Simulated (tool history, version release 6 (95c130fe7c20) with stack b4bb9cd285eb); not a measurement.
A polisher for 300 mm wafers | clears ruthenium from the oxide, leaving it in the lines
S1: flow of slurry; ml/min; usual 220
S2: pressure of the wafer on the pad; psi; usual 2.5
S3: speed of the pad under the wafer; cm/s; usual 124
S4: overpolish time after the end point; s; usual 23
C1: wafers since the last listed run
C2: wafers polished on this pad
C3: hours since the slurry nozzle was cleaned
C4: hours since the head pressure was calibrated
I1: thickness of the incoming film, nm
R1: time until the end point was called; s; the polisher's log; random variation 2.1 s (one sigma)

{"run": 1, "hour": 0.0, "S1": 200, "S2": 2.8, "S3": 124, "S4": 23, "C1": 0, "C2": 1042, "C3": 591.6, "C4": 1041.3, "I1": 191.1, "R1": 117.5}
{"hour": 27.4, "done": "head pressure recalibrated"}
{"run": 2, "hour": 66.4, "S1": 200, "S2": 2.8, "S3": 124, "S4": 23, "C1": 504, "C2": 1546, "C3": 658.0, "C4": 39.0, "I1": 190.2, "R1": 108.5}
{"run": 3, "hour": 124.5, "S1": 220, "S2": 2.5, "S3": 98, "S4": 23, "C1": 454, "C2": 2001, "C3": 716.1, "C4": 97.1, "I1": 189.9, "R1": 148.4}
{"run": 4, "hour": 200.8, "S1": 220, "S2": 2.5, "S3": 98, "S4": 23, "C1": 597, "C2": 2598, "C3": 792.4, "C4": 173.4, "I1": 191.3, "R1": 153.3}
{"hour": 215.9, "done": "slurry nozzle cleaned"}
{"run": 5, "hour": 268.2, "S1": 220, "S2": 2.5, "S3": 124, "S4": 23, "C1": 519, "C2": 3118, "C3": 52.3, "C4": 240.8, "I1": 186.2, "R1": 119.7}
{"run": 6, "hour": 338.6, "S1": 220, "S2": 2.5, "S3": 124, "S4": 23, "C1": 551, "C2": 3669, "C3": 122.7, "C4": 311.2, "I1": 191.7, "R1": 121.4}
{"run": 7, "hour": 424.4, "S1": 220, "S2": 2.8, "S3": 124, "S4": 31, "C1": 671, "C2": 4341, "C3": 208.5, "C4": 397.0, "I1": 190.1, "R1": 116.1}
{"run": 8, "hour": 514.3, "S1": 220, "S2": 2.5, "S3": 124, "S4": 31, "C1": 703, "C2": 5044, "C3": 298.4, "C4": 486.9, "I1": 192.1, "R1": 124.5}
{"run": 9, "hour": 619.6, "S1": 220, "S2": 2.5, "S3": 124, "S4": 31, "C1": 824, "C2": 5868, "C3": 403.7, "C4": 592.2, "I1": 189.3, "R1": 123.9}
{"run": 10, "hour": 695.2, "S1": 220, "S2": 2.5, "S3": 124, "S4": 23, "C1": 591, "C2": 6460, "C3": 479.3, "C4": 667.8, "I1": 187.9, "R1": 122.5}
{"hour": 761.0, "done": "worn pad replaced by a new one"}
{"run": 11, "hour": 774.4, "S1": 220, "S2": 2.5, "S3": 124, "S4": 23, "C1": 588, "C2": 105, "C3": 558.5, "C4": 747.0, "I1": 189.7, "R1": 127.2}
{"hour": 1090.2, "done": "slurry nozzle cleaned"}
{"run": 12, "hour": 1096.6, "S1": 165, "S2": 2.5, "S3": 124, "S4": 23, "C1": 2513, "C2": 2619, "C3": 6.4, "C4": 1069.2, "I1": 190.7, "R1": 127.4}
{"run": 13, "hour": 1163.4, "S1": 220, "S2": 2.5, "S3": 124, "S4": 30, "C1": 522, "C2": 3141, "C3": 73.2, "C4": 1136.0, "I1": 190.8, "R1": 129.2}
{"run": 14, "hour": 1230.1, "S1": 220, "S2": 2.5, "S3": 106, "S4": 29, "C1": 522, "C2": 3663, "C3": 139.9, "C4": 1202.7, "I1": 192.1, "R1": 154.2}
{"run": 15, "hour": 1300.1, "S1": 220, "S2": 2.5, "S3": 124, "S4": 23, "C1": 547, "C2": 4211, "C3": 209.9, "C4": 1272.7, "I1": 190.9, "R1": 126.0}
{"hour": 1305.6, "done": "head pressure recalibrated"}
{"run": 16, "hour": 1405.7, "S1": 220, "S2": 2.5, "S3": 124, "S4": 23, "C1": 810, "C2": 5022, "C3": 315.5, "C4": 100.1, "I1": 193.4, "R1": 118.3}
{"run": 17, "hour": 1472.5, "S1": 260, "S2": 3.1, "S3": 110, "S4": 33, "C1": 522, "C2": 5545, "C3": 382.3, "C4": 166.9, "I1": 189.8, "R1": 112.1}
{"hour": 1506.8, "done": "worn pad replaced by a new one"}
{"run": 18, "hour": 1556.5, "S1": 265, "S2": 2.9, "S3": 152, "S4": 31, "C1": 626, "C2": 389, "C3": 466.3, "C4": 250.9, "I1": 188.6, "R1": 86.6}
{"run": 19, "hour": 1612.7, "S1": 220, "S2": 2.5, "S3": 88, "S4": 9, "C1": 439, "C2": 828, "C3": 522.5, "C4": 307.1, "I1": 193.8, "R1": 174.7}
{"run": 20, "hour": 1708.6, "S1": 255, "S2": 3.0, "S3": 124, "S4": 23, "C1": 750, "C2": 1579, "C3": 618.4, "C4": 403.0, "I1": 188.5, "R1": 108.8}
{"run": 21, "hour": 1775.1, "S1": 220, "S2": 1.7, "S3": 156, "S4": 15, "C1": 520, "C2": 2099, "C3": 684.9, "C4": 469.5, "I1": 190.7, "R1": 121.4}
{"run": 22, "hour": 1853.7, "S1": 220, "S2": 1.9, "S3": 110, "S4": 33, "C1": 615, "C2": 2715, "C3": 763.5, "C4": 548.1, "I1": 188.5, "R1": 164.7}
{"run": 23, "hour": 1906.7, "S1": 220, "S2": 3.0, "S3": 104, "S4": 23, "C1": 414, "C2": 3129, "C3": 816.5, "C4": 601.1, "I1": 191.9, "R1": 131.9}
{"run": 24, "hour": 1958.3, "S1": 220, "S2": 1.9, "S3": 124, "S4": 23, "C1": 403, "C2": 3533, "C3": 868.1, "C4": 652.7, "I1": 192.5, "R1": 147.6}
{"hour": 2008.7, "done": "slurry nozzle cleaned"}
{"run": 25, "hour": 2062.2, "S1": 220, "S2": 2.5, "S3": 86, "S4": 23, "C1": 805, "C2": 4339, "C3": 53.5, "C4": 756.6, "I1": 193.2, "R1": 181.5}
{"run": 26, "hour": 2139.7, "S1": 220, "S2": 2.5, "S3": 124, "S4": 23, "C1": 606, "C2": 4945, "C3": 131.0, "C4": 834.1, "I1": 190.0, "R1": 124.8}
{"run": 27, "hour": 2205.1, "S1": 220, "S2": 2.5, "S3": 124, "S4": 23, "C1": 511, "C2": 5457, "C3": 196.4, "C4": 899.5, "I1": 193.5, "R1": 130.2}
{"run": 28, "hour": 2243.9, "S1": 220, "S2": 3.4, "S3": 124, "S4": 18, "C1": 303, "C2": 5761, "C3": 235.2, "C4": 938.3, "I1": 193.1, "R1": 101.6}
{"hour": 2275.4, "done": "worn pad replaced by a new one"}
{"hour": 2335.2, "done": "head pressure recalibrated"}
{"run": 29, "hour": 2344.5, "S1": 220, "S2": 2.5, "S3": 110, "S4": 23, "C1": 740, "C2": 524, "C3": 335.8, "C4": 9.3, "I1": 189.5, "R1": 129.1}
{"run": 30, "hour": 2394.5, "S1": 220, "S2": 2.5, "S3": 94, "S4": 17, "C1": 391, "C2": 916, "C3": 385.8, "C4": 59.3, "I1": 194.1, "R1": 157.3}
{"run": 31, "hour": 2526.2, "S1": 275, "S2": 2.5, "S3": 96, "S4": 23, "C1": 1030, "C2": 1946, "C3": 517.5, "C4": 191.0, "I1": 190.9, "R1": 156.0}
{"run": 32, "hour": 2619.5, "S1": 240, "S2": 2.2, "S3": 108, "S4": 13, "C1": 730, "C2": 2677, "C3": 610.8, "C4": 284.3, "I1": 192.2, "R1": 149.0}
{"run": 33, "hour": 2678.7, "S1": 220, "S2": 2.5, "S3": 160, "S4": 23, "C1": 463, "C2": 3140, "C3": 670.0, "C4": 343.5, "I1": 189.8, "R1": 91.5}
{"hour": 2734.1, "done": "slurry nozzle cleaned"}
{"run": 34, "hour": 2767.1, "S1": 220, "S2": 2.5, "S3": 124, "S4": 23, "C1": 684, "C2": 3824, "C3": 33.0, "C4": 431.9, "I1": 186.8, "R1": 120.0}
{"run": 35, "hour": 2859.3, "S1": 220, "S2": 2.5, "S3": 124, "S4": 23, "C1": 721, "C2": 4546, "C3": 125.2, "C4": 524.1, "I1": 190.7, "R1": 125.0}
{"run": 36, "hour": 2936.8, "S1": 200, "S2": 2.5, "S3": 124, "S4": 28, "C1": 606, "C2": 5152, "C3": 202.7, "C4": 601.6, "I1": 188.0, "R1": 122.6}

What the log doesn't show, run by run:
removal rate lost through wear of the pad, %: 0 in every run
slurry flow missing at the pad, %: 0 in every run
H1: deviation of the head's pressure from its setpoint, %
run=1 H1=-8.98
run=2 H1=-1.22
run=3 H1=-2.76
run=4 H1=-4.47
run=5 H1=-5.74
run=6 H1=-6.85
run=7 H1=-7.97
run=8 H1=-8.91
run=9 H1=-9.78
run=10 H1=-10.3
run=11 H1=-10.7
run=12 H1=-11.8
run=13 H1=-11.9
run=14 H1=-12
run=15 H1=-12.1
run=16 H1=-1.45
run=17 H1=-2.96
run=18 H1=-4.53
run=19 H1=-5.41
run=20 H1=-6.66
run=21 H1=-7.37
run=22 H1=-8.06
run=23 H1=-8.46
run=24 H1=-8.8
run=25 H1=-9.37
run=26 H1=-9.71
run=27 H1=-9.95
run=28 H1=-10.1
run=29 H1=1.03
run=30 H1=-0.415
run=31 H1=-3.46
run=32 H1=-5.08
run=33 H1=-5.94
run=34 H1=-7
run=35 H1=-7.88
run=36 H1=-8.48
